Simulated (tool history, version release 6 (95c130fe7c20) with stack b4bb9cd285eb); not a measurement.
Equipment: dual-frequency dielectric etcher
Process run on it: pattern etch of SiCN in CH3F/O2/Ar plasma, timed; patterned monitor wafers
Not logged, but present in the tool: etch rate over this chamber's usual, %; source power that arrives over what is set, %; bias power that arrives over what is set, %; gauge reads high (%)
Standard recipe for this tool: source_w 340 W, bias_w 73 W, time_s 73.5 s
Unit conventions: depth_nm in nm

| run | day | source_w | bias_w | time_s | wafers since the last listed run | hours since the last wet clean | hours since the last source power generator calibration | hours since the last bias power generator calibration | hours since the last upper electrode change | hours since the gauge calibration | read-back reference wafer on the same gauge, depth_nm | depth_nm |
|---|---|---|---|---|---|---|---|---|---|---|---|---|
| 1 | 0 | 370 | 73 | 73.5 | 0 | 22.6 | 1623.2 | 1755.2 | 5080.1 | 1284.2 | 31.21 | 28.88 |
| 2 | 2.546 | 370 | 73 | 73.5 | 866 | 83.7 | 1684.3 | 1816.3 | 5141.2 | 1345.3 | 31.21 | 28.7 |
| 3 | 10.55 | 340 | 73 | 73.5 | 2725 | 275.8 | 1876.4 | 2008.4 | 5333.3 | 1537.4 | 31.2 | 27.14 |
| 4 | 13.529 | 340 | 73 | 73.5 | 1014 | 347.3 | 1947.9 | 2079.9 | 5404.8 | 1608.9 | 31.18 | 27.17 |
| 5 | 14.971 | 400 | 73 | 73.5 | 490 | 381.9 | 1982.5 | 2114.5 | 5439.4 | 1643.5 | 31.2 | 29.81 |
| 6 | 17.75 | 400 | 73 | 73.5 | 946 | 448.6 | 2049.2 | 2181.2 | 5506.1 | 1710.2 | 31.22 | 29.58 |
|  | 18.421 | source power generator calibrated |
| 7 | 18.938 | 380 | 73 | 57 | 347 | 477.1 | 12.4 | 2209.7 | 5534.6 | 1738.7 | 31.21 | 22.21 |
|  | 19.221 | gauge calibrated |
|  | 21.221 | wet clean of the chamber |
| 8 | 21.533 | 380 | 73 | 57 | 543 | 7.5 | 74.7 | 2272 | 5596.9 | 55.5 | 31.21 | 21.56 |
| 9 | 22.758 | 380 | 73 | 57 | 417 | 36.9 | 104.1 | 2301.4 | 5626.3 | 84.9 | 31.21 | 21.59 |
|  | 25.462 | upper electrode replaced |
|  | 27.121 | bias power generator calibrated |
| 10 | 27.142 | 340 | 73 | 73.5 | 1095 | 142.1 | 209.3 | 0.5 | 40.3 | 190.1 | 31.2 | 26 |
| 11 | 28.025 | 340 | 73 | 73.5 | 300 | 163.3 | 230.5 | 21.7 | 61.5 | 211.3 | 31.22 | 25.94 |
| 12 | 29.142 | 340 | 73 | 73.5 | 380 | 190.1 | 257.3 | 48.5 | 88.3 | 238.1 | 31.21 | 25.85 |
| 13 | 34.896 | 340 | 73 | 73.5 | 1959 | 328.2 | 395.4 | 186.6 | 226.4 | 376.2 | 31.21 | 25.78 |
|  | 37.496 | wet clean of the chamber, repeated, since the last time left the tool worse |
| 14 | 37.517 | 340 | 73 | 73.5 | 551 | 0.5 | 458.3 | 249.5 | 289.3 | 439.1 | 31.19 | 27.78 |
| 15 | 38.7 | 340 | 73 | 84.5 | 402 | 28.9 | 486.7 | 277.9 | 317.7 | 467.5 | 31.2 | 31.84 |
| 16 | 40.479 | 310 | 78 | 83.5 | 605 | 71.6 | 529.4 | 320.6 | 360.4 | 510.2 | 31.2 | 30.22 |
| 17 | 42.029 | 340 | 73 | 73.5 | 527 | 108.8 | 566.6 | 357.8 | 397.6 | 547.4 | 31.22 | 27.51 |
| 18 | 43.371 | 300 | 88 | 91 | 456 | 141 | 598.8 | 390 | 429.8 | 579.6 | 31.22 | 33.48 |
| 19 | 44.554 | 390 | 73 | 73.5 | 402 | 169.4 | 627.2 | 418.4 | 458.2 | 608 | 31.19 | 29.57 |
| 20 | 46.358 | 310 | 73 | 73.5 | 614 | 212.7 | 670.5 | 461.7 | 501.5 | 651.3 | 31.23 | 25.8 |
| 21 | 48.7 | 340 | 73 | 73.5 | 797 | 268.9 | 726.7 | 517.9 | 557.7 | 707.5 | 31.19 | 27.19 |
| 22 | 50.258 | 400 | 73 | 73.5 | 530 | 306.3 | 764.1 | 555.3 | 595.1 | 744.9 | 31.2 | 29.78 |
| 23 | 51.967 | 270 | 87 | 73.5 | 581 | 347.3 | 805.1 | 596.3 | 636.1 | 785.9 | 31.2 | 24.86 |
| 24 | 54.788 | 370 | 73 | 53.5 | 960 | 415 | 872.8 | 664 | 703.8 | 853.6 | 31.19 | 20.68 |
| 25 | 56.925 | 270 | 81 | 73.5 | 727 | 466.3 | 924.1 | 715.3 | 755.1 | 904.9 | 31.2 | 24.18 |
| 26 | 59.038 | 310 | 90 | 66.5 | 719 | 517 | 974.8 | 766 | 805.8 | 955.6 | 31.22 | 24.56 |
|  | 60.775 | wet clean of the chamber |
| 27 | 61.412 | 380 | 55 | 56 | 468 | 15.3 | 1031.8 | 823 | 862.8 | 1012.6 | 31.19 | 20.69 |
| 28 | 63.925 | 340 | 82 | 73.5 | 855 | 75.6 | 1092.1 | 883.3 | 923.1 | 1072.9 | 31.21 | 28.53 |
| 29 | 64.933 | 270 | 88 | 73.5 | 343 | 99.8 | 1116.3 | 907.5 | 947.3 | 1097.1 | 31.21 | 25.1 |

Some steps in depth_nm, run to run, broken into two amounts with sign: the step expected even without the hidden condition (settings, incoming material, random variation), and the rest, left for the hidden condition together with whatever gauge scatter is not in both the measured and the hidden-condition-free result:
Run 6 -> 7: source_w 400 -> 380, time_s 73.5 -> 57, source power generator calibrated. depth_nm -7.37 nm: hidden state +0.15, all else -7.52.
Run 7 -> 8: gauge calibrated, wet clean of the chamber. depth_nm -0.65 nm: hidden state -0.64, all else -0.01.
Run 13 -> 14: wet clean of the chamber, repeated, since the last time left the tool worse. depth_nm +2 nm: hidden state +1.89, all else +0.11.
Run 27 -> 28: source_w 380 -> 340, bias_w 55 -> 82, time_s 56 -> 73.5. depth_nm +7.84 nm: hidden state -0.07, all else +7.91.

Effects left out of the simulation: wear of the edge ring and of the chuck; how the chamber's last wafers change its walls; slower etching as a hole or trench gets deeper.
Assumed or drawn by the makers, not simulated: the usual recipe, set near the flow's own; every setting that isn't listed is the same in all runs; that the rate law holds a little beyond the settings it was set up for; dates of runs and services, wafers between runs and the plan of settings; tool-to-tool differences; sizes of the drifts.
